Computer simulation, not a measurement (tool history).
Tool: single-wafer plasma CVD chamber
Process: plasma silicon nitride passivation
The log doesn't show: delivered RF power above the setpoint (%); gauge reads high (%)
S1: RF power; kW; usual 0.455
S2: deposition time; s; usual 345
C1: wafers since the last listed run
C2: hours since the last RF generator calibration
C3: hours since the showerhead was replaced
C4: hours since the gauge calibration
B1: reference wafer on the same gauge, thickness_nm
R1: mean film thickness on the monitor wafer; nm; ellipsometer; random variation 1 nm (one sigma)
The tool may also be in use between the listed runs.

run,hour,S1,S2,C1,C2,C3,C4,B1,R1
1,0.0,0.455,345,0,1788.4,5053.0,312.4,508.700,488.181
2,62.7,0.455,322,374,1851.1,5115.7,375.1,509.107,454.754
3,170.2,0.455,322,642,1958.6,5223.2,482.6,509.048,454.619
4,242.6,0.455,322,432,2031.0,5295.6,555.0,508.925,456.809
5,346.8,0.455,345,622,2135.2,5399.8,659.2,509.162,488.633
6,446.6,0.455,345,596,2235.0,5499.6,759.0,508.855,488.543
7,527.2,0.390,345,481,2315.6,5580.2,839.6,508.967,459.833
8,568.2,0.390,345,244,2356.6,5621.2,880.6,508.997,459.336
9,651.9,0.390,345,500,2440.3,5704.9,964.3,509.026,458.656
10,751.1,0.455,345,592,2539.5,5804.1,1063.5,508.993,487.336
# hour 793.9: RF generator calibrated
11,794.6,0.455,345,212,0.7,5847.6,1107.0,508.631,494.207
# hour 902.1: showerhead replaced
12,955.2,0.455,345,911,161.3,53.1,1267.6,509.020,494.456
# hour 994.7: gauge calibrated
13,1013.0,0.455,345,345,219.1,110.9,18.3,508.865,493.653
14,1076.7,0.390,323,380,282.8,174.6,82.0,508.906,434.940
15,1142.5,0.520,320,393,348.6,240.4,147.8,509.294,480.744
16,1240.3,0.545,370,584,446.4,338.2,245.6,508.733,563.431
17,1347.3,0.375,317,639,553.4,445.2,352.6,508.956,420.434
18,1415.6,0.505,396,408,621.7,513.5,420.9,509.190,583.973
19,1481.6,0.455,345,394,687.7,579.5,486.9,509.106,489.197
20,1537.9,0.430,293,336,744.0,635.8,543.2,508.834,406.651
21,1591.0,0.455,345,317,797.1,688.9,596.3,508.903,491.390
22,1670.7,0.455,313,476,876.8,768.6,676.0,508.593,444.348
23,1759.2,0.430,300,528,965.3,857.1,764.5,509.142,416.425

5 ways to go on from here, each from the tool as it stands after run 23. What would each give?
A,1759.7,0.430,345,2,965.8,857.6,765.0,?,?
B,1759.7,0.535,319,2,965.8,857.6,765.0,?,?
C,1759.7,0.400,345,2,965.8,857.6,765.0,?,?
D,1759.7,0.410,393,2,965.8,857.6,765.0,?,?
E,1759.7,0.420,313,2,965.8,857.6,765.0,?,?

run,B1,R1
A,509.367,480.180
B,509.367,481.514
C,509.367,466.981
D,509.367,537.073
E,509.367,431.735
Without the tool's hidden state the same runs would have given:
run,R1
A,485.989
B,487.340
C,472.631
D,543.571
E,436.959
